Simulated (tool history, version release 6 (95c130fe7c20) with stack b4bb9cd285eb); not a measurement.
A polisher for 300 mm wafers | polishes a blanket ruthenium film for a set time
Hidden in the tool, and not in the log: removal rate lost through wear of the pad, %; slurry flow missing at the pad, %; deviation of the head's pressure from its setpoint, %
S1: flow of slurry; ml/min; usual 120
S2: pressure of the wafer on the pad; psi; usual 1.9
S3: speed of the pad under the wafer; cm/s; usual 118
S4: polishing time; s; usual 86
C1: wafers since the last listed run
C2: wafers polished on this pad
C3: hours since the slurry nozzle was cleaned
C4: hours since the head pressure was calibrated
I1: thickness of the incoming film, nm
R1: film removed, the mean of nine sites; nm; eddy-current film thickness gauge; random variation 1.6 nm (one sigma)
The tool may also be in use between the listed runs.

run,hour,S1,S2,S3,S4,C1,C2,C3,C4,I1,R1
1,0,120,2,118,86,0,1913,612.1,723.7,518.2,125.6
2,33.7,120,2,118,86,346,2259,645.8,757.4,522.5,129.8
# hour 58.1: worn pad replaced by a new one
3,101.7,120,2,118,86,658,448,713.8,825.4,526.9,128.3
# hour 121.8: slurry nozzle cleaned
4,171,120,1.9,142,109,702,1151,49.2,894.7,517.3,176.1
5,200.3,120,1.9,142,109,301,1452,78.5,924,510.2,172.7
6,234.2,95,1.9,118,86,348,1801,112.4,957.9,521.6,118.3
7,303.5,120,2.3,118,86,713,2514,181.7,1027.2,526.5,147.6
8,350.7,120,2.3,118,86,485,3000,228.9,1074.4,521.2,149.4
# hour 358.5: worn pad replaced by a new one
9,408.6,120,1.9,118,86,554,515,286.8,1132.3,520.1,121.1
# hour 463.8: head pressure recalibrated
10,465.2,120,1.9,118,86,561,1077,343.4,1.4,510.8,129.8
11,507.7,110,1.9,118,86,437,1514,385.9,43.9,523.1,127.9
12,548.1,110,1.9,118,86,415,1930,426.3,84.3,523,129.8
13,580.2,110,1.9,118,86,330,2260,458.4,116.4,517.8,130.8
# hour 619.5: worn pad replaced by a new one
14,621.1,120,2.5,118,76,379,16,499.3,157.3,520.8,151.8
15,667,120,2.4,160,86,472,488,545.2,203.2,521.9,201.4
16,724.4,155,1.9,118,86,590,1079,602.6,260.6,518.7,136.9
# hour 792.2: head pressure recalibrated, repeated, since the last time left the tool worse
17,792.7,120,1.9,118,86,682,1761,670.9,0.5,523.7,118.9
18,824.8,80,1.9,118,61,330,2091,703,32.6,528.6,78.7
# hour 849.7: slurry nozzle cleaned
19,857.8,135,2.5,130,86,329,2421,8.1,65.6,509.2,170
# hour 879.4: worn pad replaced by a new one
20,911.9,120,2.6,118,86,515,334,62.2,119.7,519.5,161.3
21,940.3,100,2.3,102,95,292,626,90.6,148.1,529.6,136.7
22,1004.9,120,1.9,118,86,664,1291,155.2,212.7,515.2,118.7
23,1070.8,95,2.6,144,64,678,1969,221.1,278.6,518.8,132.9
# hour 1113.5: worn pad replaced by a new one
24,1116,150,1.9,136,77,423,25,266.3,323.8,510.7,121
25,1178.1,120,1.7,118,86,638,664,328.4,385.9,517.2,106
26,1318.5,130,1.4,78,86,1444,2108,468.8,526.3,519.2,70

Forecast each of these 4 alternatives for the next run:
A,1318.9,120,1.9,118,86,4,2112,469.2,526.7,523.8,?
B,1318.9,80,1.7,88,109,4,2112,469.2,526.7,523.8,?
C,1318.9,120,1.9,118,59,4,2112,469.2,526.7,523.8,?
D,1318.9,120,1.5,90,75,4,2112,469.2,526.7,523.8,?

run,R1
A,117.7
B,101.8
C,80.7
D,67.8
Without the tool's hidden state the same runs would have given:
run,R1
A,115.7
B,100
C,79.3
D,66.6
